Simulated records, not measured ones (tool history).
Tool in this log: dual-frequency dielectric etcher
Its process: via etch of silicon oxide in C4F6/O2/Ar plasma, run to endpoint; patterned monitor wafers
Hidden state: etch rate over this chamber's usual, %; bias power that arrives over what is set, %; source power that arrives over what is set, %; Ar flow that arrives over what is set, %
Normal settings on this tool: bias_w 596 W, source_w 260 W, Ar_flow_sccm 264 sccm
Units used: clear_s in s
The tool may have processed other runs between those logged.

| run | hour | bias_w | source_w | Ar_flow_sccm | wafers since the last listed run | hours since the last wet clean | hours since the last bias power generator calibration | hours since the last source power generator calibration | hours since the last Ar flow controller change | hours since the last upper electrode change | incoming incoming film thickness, nm | clear_s |
|---|---|---|---|---|---|---|---|---|---|---|---|---|
| 1 | 0 | 596 | 260 | 264 | 0 | 300.2 | 2079 | 3130.4 | 4153.9 | 2209.9 | 146.6 | 34.8 |
| 2 | 37.7 | 596 | 260 | 313 | 505 | 337.9 | 2116.7 | 3168.1 | 4191.6 | 2247.6 | 147.8 | 35.5 |
| 3 | 96.4 | 596 | 260 | 313 | 787 | 396.6 | 2175.4 | 3226.8 | 4250.3 | 2306.3 | 146.9 | 35.3 |
| 4 | 179.9 | 596 | 260 | 264 | 1120 | 480.1 | 2258.9 | 3310.3 | 4333.8 | 2389.8 | 149.1 | 35.7 |
| 5 | 245.6 | 596 | 260 | 264 | 881 | 545.8 | 2324.6 | 3376 | 4399.5 | 2455.5 | 148 | 35.6 |
| 6 | 285 | 596 | 260 | 248 | 528 | 585.2 | 2364 | 3415.4 | 4438.9 | 2494.9 | 145.3 | 35.1 |
|  | 356.1 | wet clean of the chamber |
| 7 | 356.6 | 596 | 260 | 248 | 638 | 0.5 | 2435.6 | 3487 | 4510.5 | 2566.5 | 147.3 | 33.6 |
| 8 | 455 | 596 | 260 | 248 | 1320 | 98.9 | 2534 | 3585.4 | 4608.9 | 2664.9 | 147 | 33.5 |
|  | 489.6 | upper electrode replaced, of another model than before |
| 9 | 561 | 596 | 260 | 308 | 1100 | 204.9 | 2640 | 3691.4 | 4714.9 | 71.4 | 148.9 | 35.8 |
|  | 618.2 | Ar flow controller replaced |
| 10 | 660.6 | 596 | 260 | 308 | 1255 | 304.5 | 2739.6 | 3791 | 42.4 | 171 | 146.7 | 34.7 |
| 11 | 762.6 | 653 | 260 | 231 | 1368 | 406.5 | 2841.6 | 3893 | 144.4 | 273 | 146 | 33.3 |
| 12 | 832.5 | 473 | 290 | 324 | 937 | 476.4 | 2911.5 | 3962.9 | 214.3 | 342.9 | 147.5 | 36.5 |
|  | 878.9 | wet clean of the chamber |
| 13 | 908.2 | 596 | 260 | 313 | 693 | 29.3 | 2987.2 | 4038.6 | 290 | 418.6 | 147.5 | 34.8 |
|  | 955.7 | bias power generator calibrated |
| 14 | 972.9 | 596 | 240 | 312 | 814 | 94 | 17.2 | 4103.3 | 354.7 | 483.3 | 145.6 | 36.3 |
|  | 1004.7 | source power generator calibrated |
| 15 | 1047.1 | 502 | 200 | 222 | 941 | 168.2 | 91.4 | 42.4 | 428.9 | 557.5 | 147.1 | 42.4 |
| 16 | 1083.5 | 596 | 260 | 264 | 488 | 204.6 | 127.8 | 78.8 | 465.3 | 593.9 | 147.1 | 34.8 |
| 17 | 1135.1 | 454 | 300 | 289 | 692 | 256.2 | 179.4 | 130.4 | 516.9 | 645.5 | 146.9 | 34.7 |
| 18 | 1176.5 | 596 | 240 | 264 | 555 | 297.6 | 220.8 | 171.8 | 558.3 | 686.9 | 147.2 | 36.4 |
| 19 | 1246.9 | 596 | 210 | 264 | 944 | 368 | 291.2 | 242.2 | 628.7 | 757.3 | 147.1 | 41 |
| 20 | 1318.1 | 721 | 260 | 310 | 955 | 439.2 | 362.4 | 313.4 | 699.9 | 828.5 | 146.4 | 33.7 |
| 21 | 1357.7 | 596 | 200 | 264 | 531 | 478.8 | 402 | 353 | 739.5 | 868.1 | 147.1 | 42.2 |

Alternative continuations, all from the tool just after run 21; predict every row:
| A | 1358.1 | 596 | 220 | 264 | 5 | 479.2 | 402.4 | 353.4 | 739.9 | 868.5 | 147.5 | ? |
| B | 1358.1 | 718 | 260 | 264 | 5 | 479.2 | 402.4 | 353.4 | 739.9 | 868.5 | 147.5 | ? |
| C | 1358.1 | 480 | 220 | 234 | 5 | 479.2 | 402.4 | 353.4 | 739.9 | 868.5 | 147.5 | ? |

| run | clear_s |
|---|---|
| A | 39.8 |
| B | 33.4 |
| C | 42 |
With the hidden condition removed and each run's random variation left untouched, the same runs would have given:
| run | clear_s |
|---|---|
| A | 38.2 |
| B | 32.1 |
| C | 40.4 |
